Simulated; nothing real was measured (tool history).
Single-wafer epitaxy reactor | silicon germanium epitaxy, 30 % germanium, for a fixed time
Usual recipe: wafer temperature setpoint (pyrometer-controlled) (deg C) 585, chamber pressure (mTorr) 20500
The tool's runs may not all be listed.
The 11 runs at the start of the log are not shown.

| run | hour | wafer temperature setpoint (pyrometer-controlled) (deg C) | chamber pressure (mTorr) | wafers since the last listed run | hours since the last pyrometer calibration | hours since the last manometer calibration | hours since the showerhead was replaced | hours since the gauge calibration | read-back reference wafer on the same gauge, thickness_nm | mean film thickness on the monitor wafer (Å) |
|---|---|---|---|---|---|---|---|---|---|---|
|  | 914.1 | showerhead replaced |
| 12 | 946.1 | 585 | 19000 | 1418 | 1890.0 | 361.4 | 32.0 | 495.1 | 42.512 | 429.61 |
| 13 | 1041.1 | 585 | 19000 | 1626 | 1985.0 | 456.4 | 127.0 | 590.1 | 42.501 | 426.71 |
| 14 | 1125.0 | 585 | 20500 | 1436 | 2068.9 | 540.3 | 210.9 | 674.0 | 42.512 | 443.81 |
|  | 1166.0 | pyrometer calibrated |
| 15 | 1193.6 | 585 | 20500 | 1037 | 27.6 | 608.9 | 279.5 | 742.6 | 42.515 | 452.45 |
| 16 | 1240.4 | 590 | 17500 | 801 | 74.4 | 655.7 | 326.3 | 789.4 | 42.515 | 454.87 |
| 17 | 1280.3 | 585 | 20500 | 683 | 114.3 | 695.6 | 366.2 | 829.3 | 42.524 | 450.26 |
| 18 | 1343.8 | 593 | 24300 | 1087 | 177.8 | 759.1 | 429.7 | 892.8 | 42.495 | 558.67 |
| 19 | 1392.3 | 590 | 17500 | 830 | 226.3 | 807.6 | 478.2 | 941.3 | 42.481 | 449.92 |
| 20 | 1479.0 | 599 | 19200 | 1484 | 313.0 | 894.3 | 564.9 | 1028.0 | 42.499 | 544.90 |
| 21 | 1528.0 | 585 | 20500 | 839 | 362.0 | 943.3 | 613.9 | 1077.0 | 42.505 | 448.12 |
| 22 | 1738.4 | 595 | 20500 | 3603 | 572.4 | 1153.7 | 824.3 | 1287.4 | 42.492 | 525.92 |
| 23 | 1783.4 | 593 | 16500 | 770 | 617.4 | 1198.7 | 869.3 | 1332.4 | 42.523 | 451.89 |
| 24 | 1864.4 | 599 | 19200 | 1387 | 698.4 | 1279.7 | 950.3 | 1413.4 | 42.537 | 539.38 |
| 25 | 1971.3 | 585 | 24700 | 1830 | 805.3 | 1386.6 | 1057.2 | 1520.3 | 42.537 | 482.19 |
| 26 | 2028.5 | 585 | 20500 | 979 | 862.5 | 1443.8 | 1114.4 | 1577.5 | 42.516 | 439.25 |
| 27 | 2076.2 | 597 | 25100 | 816 | 910.2 | 1491.5 | 1162.1 | 1625.2 | 42.508 | 594.45 |
| 28 | 2170.6 | 570 | 20500 | 1616 | 1004.6 | 1585.9 | 1256.5 | 1719.6 | 42.514 | 340.58 |
| 29 | 2251.1 | 594 | 16500 | 1378 | 1085.1 | 1666.4 | 1337.0 | 1800.1 | 42.518 | 455.93 |
| 30 | 2356.3 | 590 | 17000 | 1801 | 1190.3 | 1771.6 | 1442.2 | 1905.3 | 42.506 | 436.41 |
| 31 | 2400.2 | 585 | 20500 | 751 | 1234.2 | 1815.5 | 1486.1 | 1949.2 | 42.489 | 435.77 |
|  | 2461.9 | capacitance manometer re-zeroed and calibrated |
| 32 | 2468.8 | 585 | 20500 | 1037 | 1302.8 | 6.9 | 1554.7 | 2017.8 | 42.486 | 456.95 |
| 33 | 2507.8 | 585 | 18800 | 667 | 1341.8 | 45.9 | 1593.7 | 2056.8 | 42.504 | 436.82 |
| 34 | 2602.8 | 576 | 20500 | 1626 | 1436.8 | 140.9 | 1688.7 | 2151.8 | 42.511 | 388.26 |
| 35 | 2770.0 | 572 | 20500 | 2863 | 1604.0 | 308.1 | 1855.9 | 2319.0 | 42.501 | 361.24 |

Predict each of these 4 candidate next runs independently; none follows another, all start after run 35:
| A | 2770.4 | 585 | 18400 | 6 | 1604.4 | 308.5 | 1856.3 | 2319.4 | ? | ? |
| B | 2770.4 | 596 | 18800 | 6 | 1604.4 | 308.5 | 1856.3 | 2319.4 | ? | ? |
| C | 2770.4 | 574 | 25200 | 6 | 1604.4 | 308.5 | 1856.3 | 2319.4 | ? | ? |
| D | 2770.4 | 585 | 17700 | 6 | 1604.4 | 308.5 | 1856.3 | 2319.4 | ? | ? |

| run | read-back reference wafer on the same gauge, thickness_nm | mean film thickness on the monitor wafer (Å) |
|---|---|---|
| A | 42.504 | 424.44 |
| B | 42.504 | 514.54 |
| C | 42.504 | 411.06 |
| D | 42.504 | 416.13 |
Stripped of hidden state, with their random variation kept, the same runs would have yielded:
| run | mean film thickness on the monitor wafer (Å) |
|---|---|
| A | 441.67 |
| B | 535.10 |
| C | 428.02 |
| D | 433.02 |

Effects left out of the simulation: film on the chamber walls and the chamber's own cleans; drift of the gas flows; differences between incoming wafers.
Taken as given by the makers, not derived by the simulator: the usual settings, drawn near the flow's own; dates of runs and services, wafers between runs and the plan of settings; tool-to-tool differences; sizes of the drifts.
